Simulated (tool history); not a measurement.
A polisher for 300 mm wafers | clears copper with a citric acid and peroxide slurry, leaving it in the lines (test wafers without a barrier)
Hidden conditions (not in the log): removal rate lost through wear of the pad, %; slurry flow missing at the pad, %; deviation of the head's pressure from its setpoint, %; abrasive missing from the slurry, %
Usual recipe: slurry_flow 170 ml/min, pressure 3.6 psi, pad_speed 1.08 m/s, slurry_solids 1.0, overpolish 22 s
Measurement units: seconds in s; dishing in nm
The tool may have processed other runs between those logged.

run,hour,slurry_flow,pressure,pad_speed,slurry_solids,overpolish,wafers since the last listed run,wafers polished on this pad,hours since the slurry nozzle was cleaned,hours since the head pressure was calibrated,hours since the slurry blender was calibrated,"incoming thickness of the incoming film, nm",seconds,dishing
1,0.0,210,3.6,1.08,1.0,22,0,995,191.6,1027.3,252.0,209.0,85.3,36.6
2,22.1,210,3.6,1.08,1.0,22,138,1134,213.7,1049.4,274.1,213.8,88.4,35.6
# hour 39.1: worn pad replaced by a new one
3,99.3,170,3.6,1.08,1.0,22,459,378,290.9,1126.6,351.3,209.8,91.0,34.2
4,116.6,170,3.6,1.08,1.0,22,108,486,308.2,1143.9,368.6,212.1,93.1,33.5
5,146.7,185,3.6,1.08,1.0,26,189,676,338.3,1174.0,398.7,214.2,95.0,40.1
6,166.4,185,3.6,1.08,1.0,26,123,799,358.0,1193.7,418.4,206.8,91.2,38.9
# hour 181.3: slurry blender recalibrated
7,181.8,170,3.6,0.86,1.0,22,84,883,373.4,1209.1,0.5,209.8,116.9,26.6
# hour 189.3: head pressure recalibrated
8,205.1,170,3.6,0.86,1.0,22,133,1017,396.7,15.8,23.8,209.0,115.4,27.1
9,236.6,170,3.6,1.08,1.0,22,197,1215,428.2,47.3,55.3,210.3,93.2,32.8
# hour 245.8: slurry nozzle cleaned
# hour 259.5: worn pad replaced by a new one
10,261.9,135,3.6,1.08,1.2,22,127,14,16.1,72.6,80.6,206.5,84.0,36.2

Run 11, settings as shown, results not yet in. Your forecast:
11,294.4,170,3.6,1.08,1.0,22,204,219,48.6,105.1,113.1,211.2,?,?

seconds: 88.2 s
dishing: 36.4 nm
Without the tool's hidden state the same run would have given seconds 85.9 s, dishing 37.3 nm.
